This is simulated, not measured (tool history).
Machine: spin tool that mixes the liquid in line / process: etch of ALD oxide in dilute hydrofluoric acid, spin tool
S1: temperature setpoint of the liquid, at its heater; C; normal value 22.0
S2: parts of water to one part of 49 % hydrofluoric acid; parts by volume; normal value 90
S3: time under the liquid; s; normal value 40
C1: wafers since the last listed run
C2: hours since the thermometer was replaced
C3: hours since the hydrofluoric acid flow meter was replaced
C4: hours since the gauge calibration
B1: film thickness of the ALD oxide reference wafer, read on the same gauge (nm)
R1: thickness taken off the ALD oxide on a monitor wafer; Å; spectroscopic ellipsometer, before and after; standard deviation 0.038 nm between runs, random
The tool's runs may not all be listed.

{"run": 1, "hour": 0.0, "S1": 22.0, "S2": 90, "S3": 40, "C1": 0, "C2": 2124.7, "C3": 2262.5, "C4": 263.4, "B1": 80.02, "R1": 129.7}
{"run": 2, "hour": 22.8, "S1": 22.0, "S2": 90, "S3": 40, "C1": 361, "C2": 2147.5, "C3": 2285.3, "C4": 286.2, "B1": 80.02, "R1": 129.6}
{"run": 3, "hour": 54.5, "S1": 22.0, "S2": 90, "S3": 40, "C1": 502, "C2": 2179.2, "C3": 2317.0, "C4": 317.9, "B1": 80.0, "R1": 129.6}
{"run": 4, "hour": 78.9, "S1": 22.0, "S2": 90, "S3": 40, "C1": 386, "C2": 2203.6, "C3": 2341.4, "C4": 342.3, "B1": 79.99, "R1": 130.5}
{"run": 5, "hour": 105.8, "S1": 22.0, "S2": 90, "S3": 40, "C1": 425, "C2": 2230.5, "C3": 2368.3, "C4": 369.2, "B1": 80.0, "R1": 130.6}
{"run": 6, "hour": 122.1, "S1": 22.0, "S2": 90, "S3": 40, "C1": 258, "C2": 2246.8, "C3": 2384.6, "C4": 385.5, "B1": 80.0, "R1": 130.7}
{"run": 7, "hour": 134.3, "S1": 22.0, "S2": 90, "S3": 40, "C1": 193, "C2": 2259.0, "C3": 2396.8, "C4": 397.7, "B1": 80.0, "R1": 130.5}
{"run": 8, "hour": 152.4, "S1": 22.0, "S2": 90, "S3": 40, "C1": 286, "C2": 2277.1, "C3": 2414.9, "C4": 415.8, "B1": 79.98, "R1": 130.7}
{"run": 9, "hour": 175.2, "S1": 22.0, "S2": 90, "S3": 40, "C1": 361, "C2": 2299.9, "C3": 2437.7, "C4": 438.6, "B1": 80.0, "R1": 131.4}
{"run": 10, "hour": 188.3, "S1": 22.0, "S2": 90, "S3": 40, "C1": 207, "C2": 2313.0, "C3": 2450.8, "C4": 451.7, "B1": 80.03, "R1": 130.8}
{"run": 11, "hour": 207.2, "S1": 22.0, "S2": 90, "S3": 40, "C1": 299, "C2": 2331.9, "C3": 2469.7, "C4": 470.6, "B1": 80.0, "R1": 131.3}
{"run": 12, "hour": 232.3, "S1": 22.0, "S2": 65, "S3": 40, "C1": 397, "C2": 2357.0, "C3": 2494.8, "C4": 495.7, "B1": 80.0, "R1": 187.3}
{"run": 13, "hour": 248.3, "S1": 22.0, "S2": 65, "S3": 40, "C1": 253, "C2": 2373.0, "C3": 2510.8, "C4": 511.7, "B1": 79.99, "R1": 188.9}
{"run": 14, "hour": 264.9, "S1": 22.0, "S2": 90, "S3": 40, "C1": 262, "C2": 2389.6, "C3": 2527.4, "C4": 528.3, "B1": 80.02, "R1": 131.5}
{"hour": 274.1, "done": "gauge calibrated"}
{"run": 15, "hour": 298.8, "S1": 22.0, "S2": 90, "S3": 60, "C1": 536, "C2": 2423.5, "C3": 2561.3, "C4": 24.7, "B1": 80.01, "R1": 198.6}
{"hour": 316.3, "done": "thermometer replaced"}
{"run": 16, "hour": 320.0, "S1": 22.0, "S2": 90, "S3": 40, "C1": 319, "C2": 3.7, "C3": 2582.5, "C4": 45.9, "B1": 79.99, "R1": 119.1}
{"run": 17, "hour": 347.2, "S1": 22.0, "S2": 90, "S3": 50, "C1": 430, "C2": 30.9, "C3": 2609.7, "C4": 73.1, "B1": 79.99, "R1": 149.5}
{"run": 18, "hour": 377.6, "S1": 22.0, "S2": 90, "S3": 40, "C1": 481, "C2": 61.3, "C3": 2640.1, "C4": 103.5, "B1": 80.0, "R1": 120.5}
{"hour": 391.3, "done": "hydrofluoric acid flow meter replaced"}
{"run": 19, "hour": 392.8, "S1": 25.0, "S2": 90, "S3": 40, "C1": 224, "C2": 76.5, "C3": 1.5, "C4": 118.7, "B1": 79.99, "R1": 124.0}
{"run": 20, "hour": 406.5, "S1": 22.0, "S2": 90, "S3": 40, "C1": 216, "C2": 90.2, "C3": 15.2, "C4": 132.4, "B1": 80.0, "R1": 109.2}
{"run": 21, "hour": 428.4, "S1": 19.0, "S2": 90, "S3": 40, "C1": 346, "C2": 112.1, "C3": 37.1, "C4": 154.3, "B1": 79.99, "R1": 96.7}
{"run": 22, "hour": 464.0, "S1": 22.0, "S2": 110, "S3": 50, "C1": 563, "C2": 147.7, "C3": 72.7, "C4": 189.9, "B1": 80.02, "R1": 110.2}
{"run": 23, "hour": 485.9, "S1": 20.0, "S2": 130, "S3": 20, "C1": 346, "C2": 169.6, "C3": 94.6, "C4": 211.8, "B1": 80.01, "R1": 33.8}
{"run": 24, "hour": 505.6, "S1": 18.5, "S2": 50, "S3": 15, "C1": 311, "C2": 189.3, "C3": 114.3, "C4": 231.5, "B1": 79.98, "R1": 67.3}
{"run": 25, "hour": 536.1, "S1": 18.0, "S2": 90, "S3": 40, "C1": 482, "C2": 219.8, "C3": 144.8, "C4": 262.0, "B1": 79.98, "R1": 93.9}
{"run": 26, "hour": 571.3, "S1": 18.5, "S2": 90, "S3": 40, "C1": 557, "C2": 255.0, "C3": 180.0, "C4": 297.2, "B1": 79.98, "R1": 96.7}
{"run": 27, "hour": 603.1, "S1": 22.0, "S2": 65, "S3": 20, "C1": 503, "C2": 286.8, "C3": 211.8, "C4": 329.0, "B1": 80.0, "R1": 79.3}
{"run": 28, "hour": 619.7, "S1": 22.0, "S2": 70, "S3": 55, "C1": 262, "C2": 303.4, "C3": 228.4, "C4": 345.6, "B1": 79.98, "R1": 202.2}

How the hidden state differs across the entries between the runs, from the last listed run before each to the first after it:
Run 14 -> run 15: gauge calibrated (hour 274.1)
  liquid hotter than its thermometer reads (K): 2.62 -> 2.65; hydrofluoric acid flow above the setpoint (%): 9.15 -> 9.27
  measured result minus the result with no hidden state, R1: +24.1 -> +36.8 Å
Run 15 -> run 16: thermometer replaced (hour 316.3)
  liquid hotter than its thermometer reads (K): 2.65 -> 0.0467; hydrofluoric acid flow above the setpoint (%): 9.27 -> 9.35
  measured result minus the result with no hidden state, R1: +36.8 -> +11.4 Å
Run 18 -> run 19: hydrofluoric acid flow meter replaced (hour 391.3)
  liquid hotter than its thermometer reads (K): 0.102 -> 0.117; hydrofluoric acid flow above the setpoint (%): 9.55 -> 1.04
  measured result minus the result with no hidden state, R1: +12.0 -> +2.0 Å

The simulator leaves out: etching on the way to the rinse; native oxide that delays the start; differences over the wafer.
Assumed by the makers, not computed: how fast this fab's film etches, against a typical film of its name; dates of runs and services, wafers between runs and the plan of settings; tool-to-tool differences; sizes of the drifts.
